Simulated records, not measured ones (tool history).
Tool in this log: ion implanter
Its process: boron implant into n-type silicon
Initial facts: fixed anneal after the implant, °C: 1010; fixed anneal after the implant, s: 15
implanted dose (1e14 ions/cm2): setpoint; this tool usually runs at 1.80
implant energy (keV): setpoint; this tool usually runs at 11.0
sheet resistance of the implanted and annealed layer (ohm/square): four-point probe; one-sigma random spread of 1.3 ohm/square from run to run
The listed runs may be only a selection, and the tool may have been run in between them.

run	hour	implanted dose (1e14 ions/cm2)	implant energy (keV)	wafers since the last listed run	hours since the last dose calibration	hours since the extraction supply was calibrated	hours since the gauge calibration	read-back reference wafer on the same gauge, sheet resistance	sheet resistance of the implanted and annealed layer (ohm/square)
1	0.0	1.91	11.0	0	1278.8	5523.9	374.7	460.99	421.60
2	101.1	1.91	11.0	1173	1379.9	5625.0	475.8	461.01	419.13
3	203.0	1.91	11.0	1182	1481.8	5726.9	577.7	461.24	418.77
4	288.4	1.80	11.0	991	1567.2	5812.3	663.1	460.77	437.33
5	368.6	1.54	11.0	930	1647.4	5892.5	743.3	461.17	497.31
6	409.6	1.54	11.0	475	1688.4	5933.5	784.3	460.92	495.67
# hour 428.0: extraction supply calibrated
7	468.0	1.80	11.0	584	1746.8	40.0	842.7	460.75	436.70
8	521.9	1.80	11.0	625	1800.7	93.9	896.6	460.81	436.19
9	571.0	1.80	11.0	569	1849.8	143.0	945.7	461.40	434.37
# hour 585.7: Faraday cup replaced and dose calibrated
10	646.6	1.80	14.0	784	60.9	218.6	1021.3	461.13	434.12
11	691.8	2.01	7.5	524	106.1	263.8	1066.5	460.91	429.42
# hour 722.4: gauge calibrated
12	738.1	1.80	14.0	537	152.4	310.1	15.7	460.82	432.97
13	776.4	2.29	8.5	444	190.7	348.4	54.0	460.82	377.70
14	820.1	1.80	11.0	507	234.4	392.1	97.7	461.13	445.65
15	902.8	1.28	11.0	959	317.1	474.8	180.4	460.59	586.84
16	972.5	2.13	7.0	808	386.8	544.5	250.1	460.44	410.73
17	1039.0	1.80	11.0	771	453.3	611.0	316.6	461.36	445.83
18	1144.1	1.80	11.0	1219	558.4	716.1	421.7	461.23	443.89
19	1210.8	1.97	11.0	774	625.1	782.8	488.4	461.02	412.17
20	1251.1	1.48	14.5	467	665.4	823.1	528.7	460.90	502.19
21	1300.6	2.22	10.0	574	714.9	872.6	578.2	461.38	377.29

4 ways to go on from here, each from the tool as it stands after run 21. What would each give?
A	1301.0	1.80	11.0	4	715.3	873.0	578.6	?	?
B	1301.0	2.13	12.5	4	715.3	873.0	578.6	?	?
C	1301.0	1.45	7.5	4	715.3	873.0	578.6	?	?
D	1301.0	1.65	9.0	4	715.3	873.0	578.6	?	?

run	read-back reference wafer on the same gauge, sheet resistance	sheet resistance of the implanted and annealed layer (ohm/square)
A	461.02	442.73
B	461.02	379.36
C	461.02	553.24
D	461.02	487.41
With the hidden condition removed and each run's random variation left untouched, the same runs would have given:
run	sheet resistance of the implanted and annealed layer (ohm/square)
A	445.21
B	381.51
C	556.29
D	490.11
